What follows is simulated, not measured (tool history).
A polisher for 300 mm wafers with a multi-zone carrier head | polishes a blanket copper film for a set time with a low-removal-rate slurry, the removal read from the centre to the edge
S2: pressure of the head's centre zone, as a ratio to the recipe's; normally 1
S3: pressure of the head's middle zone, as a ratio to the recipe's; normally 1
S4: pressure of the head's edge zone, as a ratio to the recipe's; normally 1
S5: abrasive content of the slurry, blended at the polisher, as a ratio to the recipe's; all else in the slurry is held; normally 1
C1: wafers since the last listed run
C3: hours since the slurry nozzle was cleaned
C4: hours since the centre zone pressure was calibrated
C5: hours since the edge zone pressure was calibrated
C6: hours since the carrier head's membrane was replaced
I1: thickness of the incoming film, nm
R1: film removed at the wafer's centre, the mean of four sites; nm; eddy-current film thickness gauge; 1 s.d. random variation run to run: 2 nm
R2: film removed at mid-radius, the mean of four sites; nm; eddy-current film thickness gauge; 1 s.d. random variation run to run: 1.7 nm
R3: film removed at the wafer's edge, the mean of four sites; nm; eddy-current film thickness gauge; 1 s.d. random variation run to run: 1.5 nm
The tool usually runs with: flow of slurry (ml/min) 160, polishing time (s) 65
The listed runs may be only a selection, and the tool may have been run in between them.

{"run": 1, "day": 0.0, "flow of slurry (ml/min)": 105, "S2": 1, "S3": 0.92, "S4": 1, "S5": 1.25, "polishing time (s)": 56, "C1": 0, "wafers polished on this pad": 967, "C3": 177.8, "C4": 53.3, "C5": 400.7, "C6": 604.6, "I1": 1475.3, "R1": 142.2, "R2": 129.6, "R3": 147.7}
{"day": 0.504, "done": "carrier head's membrane replaced by a new one"}
{"run": 2, "day": 1.158, "flow of slurry (ml/min)": 160, "S2": 1, "S3": 1, "S4": 1, "S5": 1, "polishing time (s)": 65, "C1": 175, "wafers polished on this pad": 1143, "C3": 205.6, "C4": 81.1, "C5": 428.5, "C6": 15.7, "I1": 1478, "R1": 180.2, "R2": 171.5, "R3": 174.8}
{"day": 1.558, "done": "edge zone pressure recalibrated"}
{"run": 3, "day": 1.967, "flow of slurry (ml/min)": 160, "S2": 1.12, "S3": 1, "S4": 1, "S5": 1, "polishing time (s)": 73, "C1": 133, "wafers polished on this pad": 1276, "C3": 225, "C4": 100.5, "C5": 9.8, "C6": 35.1, "I1": 1470, "R1": 223.6, "R2": 194.5, "R3": 193.3}
{"day": 4.983, "done": "worn pad replaced by a new one"}
{"run": 4, "day": 5.321, "flow of slurry (ml/min)": 160, "S2": 1, "S3": 1, "S4": 1, "S5": 1, "polishing time (s)": 65, "C1": 587, "wafers polished on this pad": 62, "C3": 305.5, "C4": 181, "C5": 90.3, "C6": 115.6, "I1": 1460.7, "R1": 181.9, "R2": 167.6, "R3": 172.4}
{"run": 5, "day": 5.929, "flow of slurry (ml/min)": 190, "S2": 0.94, "S3": 1, "S4": 0.92, "S5": 1, "polishing time (s)": 84, "C1": 112, "wafers polished on this pad": 174, "C3": 320.1, "C4": 195.6, "C5": 104.9, "C6": 130.2, "I1": 1473.6, "R1": 226.1, "R2": 224.2, "R3": 218.7}
{"run": 6, "day": 6.6, "flow of slurry (ml/min)": 130, "S2": 1, "S3": 1, "S4": 0.91, "S5": 1.15, "polishing time (s)": 65, "C1": 123, "wafers polished on this pad": 297, "C3": 336.2, "C4": 211.7, "C5": 121, "C6": 146.3, "I1": 1476.9, "R1": 171.6, "R2": 163.6, "R3": 165.9}
{"run": 7, "day": 7.696, "flow of slurry (ml/min)": 140, "S2": 0.93, "S3": 0.91, "S4": 1, "S5": 1, "polishing time (s)": 65, "C1": 201, "wafers polished on this pad": 499, "C3": 362.5, "C4": 238, "C5": 147.3, "C6": 172.6, "I1": 1468.6, "R1": 158.8, "R2": 149.1, "R3": 166.6}
{"run": 8, "day": 8.583, "flow of slurry (ml/min)": 160, "S2": 1, "S3": 0.96, "S4": 0.9, "S5": 1, "polishing time (s)": 65, "C1": 163, "wafers polished on this pad": 663, "C3": 383.8, "C4": 259.3, "C5": 168.6, "C6": 193.9, "I1": 1459.3, "R1": 174, "R2": 163.8, "R3": 164.1}
{"run": 9, "day": 9.096, "flow of slurry (ml/min)": 160, "S2": 1.12, "S3": 1, "S4": 1, "S5": 1, "polishing time (s)": 65, "C1": 94, "wafers polished on this pad": 757, "C3": 396.1, "C4": 271.6, "C5": 180.9, "C6": 206.2, "I1": 1469.3, "R1": 195, "R2": 168.1, "R3": 170.7}
{"run": 10, "day": 9.996, "flow of slurry (ml/min)": 160, "S2": 1.05, "S3": 1, "S4": 1, "S5": 0.9, "polishing time (s)": 65, "C1": 165, "wafers polished on this pad": 923, "C3": 417.7, "C4": 293.2, "C5": 202.5, "C6": 227.8, "I1": 1463.2, "R1": 179.4, "R2": 164, "R3": 167.5}
{"day": 10.15, "done": "slurry nozzle cleaned"}
{"run": 11, "day": 10.958, "flow of slurry (ml/min)": 160, "S2": 1, "S3": 1.1, "S4": 0.92, "S5": 1.25, "polishing time (s)": 73, "C1": 169, "wafers polished on this pad": 1093, "C3": 19.4, "C4": 316.3, "C5": 225.6, "C6": 250.9, "I1": 1465.9, "R1": 224, "R2": 219.5, "R3": 200.7}
{"run": 12, "day": 12.171, "flow of slurry (ml/min)": 160, "S2": 1, "S3": 1, "S4": 1, "S5": 1, "polishing time (s)": 65, "C1": 223, "wafers polished on this pad": 1316, "C3": 48.5, "C4": 345.4, "C5": 254.7, "C6": 280, "I1": 1472.7, "R1": 186.6, "R2": 173.5, "R3": 176.5}
{"run": 13, "day": 13.508, "flow of slurry (ml/min)": 205, "S2": 0.96, "S3": 1, "S4": 1, "S5": 0.8, "polishing time (s)": 65, "C1": 246, "wafers polished on this pad": 1563, "C3": 80.6, "C4": 377.5, "C5": 286.8, "C6": 312.1, "I1": 1468.9, "R1": 174.1, "R2": 171.4, "R3": 170.5}
{"day": 15.15, "done": "worn pad replaced by a new one"}
{"run": 14, "day": 15.958, "flow of slurry (ml/min)": 160, "S2": 1, "S3": 1, "S4": 1, "S5": 1, "polishing time (s)": 65, "C1": 420, "wafers polished on this pad": 148, "C3": 139.4, "C4": 436.3, "C5": 345.6, "C6": 370.9, "I1": 1458.1, "R1": 183.8, "R2": 170, "R3": 172.8}
{"run": 15, "day": 16.958, "flow of slurry (ml/min)": 160, "S2": 1.08, "S3": 1.1, "S4": 1, "S5": 1, "polishing time (s)": 52, "C1": 184, "wafers polished on this pad": 333, "C3": 163.4, "C4": 460.3, "C5": 369.6, "C6": 394.9, "I1": 1473, "R1": 161.1, "R2": 149.3, "R3": 140.3}
{"run": 16, "day": 17.725, "flow of slurry (ml/min)": 160, "S2": 1, "S3": 1, "S4": 1.12, "S5": 0.9, "polishing time (s)": 65, "C1": 141, "wafers polished on this pad": 474, "C3": 181.8, "C4": 478.7, "C5": 388, "C6": 413.3, "I1": 1463.1, "R1": 177.9, "R2": 165.8, "R3": 178.4}
{"run": 17, "day": 18.392, "flow of slurry (ml/min)": 160, "S2": 1, "S3": 1, "S4": 0.9, "S5": 0.9, "polishing time (s)": 82, "C1": 122, "wafers polished on this pad": 597, "C3": 197.8, "C4": 494.7, "C5": 404, "C6": 429.3, "I1": 1470.5, "R1": 222.5, "R2": 206.2, "R3": 203.3}
{"run": 18, "day": 19.138, "flow of slurry (ml/min)": 160, "S2": 0.94, "S3": 0.92, "S4": 1, "S5": 1, "polishing time (s)": 65, "C1": 137, "wafers polished on this pad": 734, "C3": 215.7, "C4": 512.6, "C5": 421.9, "C6": 447.2, "I1": 1470.3, "R1": 174.3, "R2": 157.9, "R3": 177.3}
{"day": 19.933, "done": "edge zone pressure recalibrated"}
{"run": 19, "day": 20.025, "flow of slurry (ml/min)": 160, "S2": 1, "S3": 0.96, "S4": 0.88, "S5": 0.85, "polishing time (s)": 65, "C1": 148, "wafers polished on this pad": 882, "C3": 237, "C4": 533.9, "C5": 2.2, "C6": 468.5, "I1": 1466.1, "R1": 175, "R2": 156.7, "R3": 156.7}
{"run": 20, "day": 21.375, "flow of slurry (ml/min)": 180, "S2": 1.09, "S3": 1, "S4": 1, "S5": 1, "polishing time (s)": 56, "C1": 248, "wafers polished on this pad": 1131, "C3": 269.4, "C4": 566.3, "C5": 34.6, "C6": 500.9, "I1": 1460, "R1": 176.2, "R2": 148, "R3": 151.1}
{"day": 22.75, "done": "carrier head's membrane replaced by a new one"}
{"run": 21, "day": 22.871, "flow of slurry (ml/min)": 160, "S2": 1, "S3": 1, "S4": 1, "S5": 1, "polishing time (s)": 65, "C1": 237, "wafers polished on this pad": 1368, "C3": 305.3, "C4": 602.2, "C5": 70.5, "C6": 2.9, "I1": 1478.2, "R1": 177.7, "R2": 168.5, "R3": 169.7}

Branching from run 21: 4 alternative next runs. What would each branch give?
{"run": "A", "day": 22.888, "flow of slurry (ml/min)": 160, "S2": 0.94, "S3": 1, "S4": 1, "S5": 1, "polishing time (s)": 65, "C1": 3, "wafers polished on this pad": 1371, "C3": 305.7, "C4": 602.6, "C5": 70.9, "C6": 3.3, "I1": 1469.9, "R1": "?", "R2": "?", "R3": "?"}
{"run": "B", "day": 22.888, "flow of slurry (ml/min)": 185, "S2": 1, "S3": 1, "S4": 1, "S5": 1, "polishing time (s)": 65, "C1": 3, "wafers polished on this pad": 1371, "C3": 305.7, "C4": 602.6, "C5": 70.9, "C6": 3.3, "I1": 1469.9, "R1": "?", "R2": "?", "R3": "?"}
{"run": "C", "day": 22.888, "flow of slurry (ml/min)": 160, "S2": 1, "S3": 1.11, "S4": 1.09, "S5": 0.75, "polishing time (s)": 65, "C1": 3, "wafers polished on this pad": 1371, "C3": 305.7, "C4": 602.6, "C5": 70.9, "C6": 3.3, "I1": 1469.9, "R1": "?", "R2": "?", "R3": "?"}
{"run": "D", "day": 22.888, "flow of slurry (ml/min)": 160, "S2": 0.96, "S3": 1, "S4": 1, "S5": 1, "polishing time (s)": 50, "C1": 3, "wafers polished on this pad": 1371, "C3": 305.7, "C4": 602.6, "C5": 70.9, "C6": 3.3, "I1": 1469.9, "R1": "?", "R2": "?", "R3": "?"}

run=A R1=170.4 R2=166 R3=171
run=B R1=187.9 R2=171.3 R3=174.9
run=C R1=170.9 R2=170.8 R3=167.8
run=D R1=133.9 R2=127.7 R3=131.6
Without the tool's hidden state the same runs would have given:
run=A R1=169.2 R2=175.4 R3=177.8
run=B R1=185 R2=179.7 R3=181
run=C R1=169.7 R2=180.5 R3=174.5
run=D R1=132.9 R2=134.9 R3=136.8

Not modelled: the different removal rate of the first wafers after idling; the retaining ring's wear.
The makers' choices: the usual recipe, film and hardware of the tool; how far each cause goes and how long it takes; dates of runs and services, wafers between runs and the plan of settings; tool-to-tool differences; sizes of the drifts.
